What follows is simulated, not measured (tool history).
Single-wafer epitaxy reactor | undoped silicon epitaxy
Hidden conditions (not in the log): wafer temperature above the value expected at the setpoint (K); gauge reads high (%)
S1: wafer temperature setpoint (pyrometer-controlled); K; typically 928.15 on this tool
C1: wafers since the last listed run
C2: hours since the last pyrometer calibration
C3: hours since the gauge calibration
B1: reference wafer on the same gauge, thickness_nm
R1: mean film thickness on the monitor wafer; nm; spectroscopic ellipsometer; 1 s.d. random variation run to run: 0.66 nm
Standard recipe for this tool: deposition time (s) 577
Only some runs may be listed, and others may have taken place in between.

Run 1, day 0.000: usual settings; C1 0; C2 2219.3; C3 584.0; B1 102.073. Result: R1 110.585 nm.
Run 2, day 2.904: usual settings; C1 235; C2 2289.0; C3 653.7; B1 101.972. Result: R1 107.722 nm.
Run 3, day 5.962: usual settings; C1 247; C2 2362.4; C3 727.1; B1 102.029. Result: R1 108.123 nm.
Run 4, day 9.646: usual settings but deposition time (s) 554; C1 298; C2 2450.8; C3 815.5; B1 102.040. Result: R1 104.593 nm.
Run 5, day 16.188: usual settings but deposition time (s) 554; C1 529; C2 2607.8; C3 972.5; B1 101.970. Result: R1 103.834 nm.
Run 6, day 19.504: usual settings; C1 268; C2 2687.4; C3 1052.1; B1 101.969. Result: R1 106.698 nm.
At day 22.496: pyrometer calibrated.
Run 7, day 23.050: usual settings; C1 259; C2 13.3; C3 1137.2; B1 102.038. Result: R1 110.783 nm.
Run 8, day 25.908: usual settings but deposition time (s) 625; C1 231; C2 81.9; C3 1205.8; B1 102.033. Result: R1 120.271 nm.
Run 9, day 28.508: usual settings but S1 932.15 K, deposition time (s) 600; C1 210; C2 144.3; C3 1268.2; B1 101.974. Result: R1 126.721 nm.
Run 10, day 32.808: usual settings but S1 923.15 K, deposition time (s) 531; C1 347; C2 247.5; C3 1371.4; B1 101.949. Result: R1 90.725 nm.
Run 11, day 37.262: usual settings; C1 360; C2 354.4; C3 1478.3; B1 102.015. Result: R1 110.182 nm.
At day 38.808: gauge calibrated.
Run 12, day 38.833: usual settings; C1 127; C2 392.1; C3 0.6; B1 102.085. Result: R1 110.237 nm.
Run 13, day 42.925: usual settings but deposition time (s) 500; C1 331; C2 490.3; C3 98.8; B1 101.965. Result: R1 95.599 nm.
Run 14, day 44.621: usual settings but S1 916.15 K, deposition time (s) 618; C1 137; C2 531.0; C3 139.5; B1 101.997. Result: R1 90.592 nm.
Run 15, day 46.467: usual settings; C1 149; C2 575.3; C3 183.8; B1 102.001. Result: R1 111.327 nm.
Run 16, day 48.567: usual settings but S1 936.15 K; C1 169; C2 625.7; C3 234.2; B1 101.946. Result: R1 132.280 nm.
Run 17, day 52.912: usual settings but S1 939.15 K; C1 351; C2 730.0; C3 338.5; B1 102.004. Result: R1 141.640 nm.
Run 18, day 56.575: usual settings but S1 932.15 K, deposition time (s) 651; C1 296; C2 817.9; C3 426.4; B1 102.043. Result: R1 137.128 nm.
Run 19, day 60.896: usual settings but deposition time (s) 678; C1 349; C2 921.6; C3 530.1; B1 101.902. Result: R1 129.314 nm.
Run 20, day 62.796: usual settings but S1 939.15 K, deposition time (s) 538; C1 153; C2 967.2; C3 575.7; B1 102.085. Result: R1 129.811 nm.
Run 21, day 65.442: usual settings but S1 933.15 K, deposition time (s) 613; C1 214; C2 1030.7; C3 639.2; B1 102.005. Result: R1 129.374 nm.
Run 22, day 68.096: usual settings but S1 939.15 K, deposition time (s) 633; C1 214; C2 1094.4; C3 702.9; B1 101.934. Result: R1 154.303 nm.

Forecast each of these 3 alternatives for the next run:
Run A, day 68.121: usual settings; C1 2; C2 1095.0; C3 703.5; B1 ?. Result: R1 ?.
Run B, day 68.121: usual settings but S1 916.15 K; C1 2; C2 1095.0; C3 703.5; B1 ?. Result: R1 ?.
Run C, day 68.121: usual settings but S1 938.15 K, deposition time (s) 545; C1 2; C2 1095.0; C3 703.5; B1 ?. Result: R1 ?.

run       B1       R1
  A  101.904  110.783
  B  101.904   85.139
  C  101.904  129.639
With no hidden state in the tool, these same runs would have given:
run       R1
  A  112.359
  B   86.383
  C  131.443
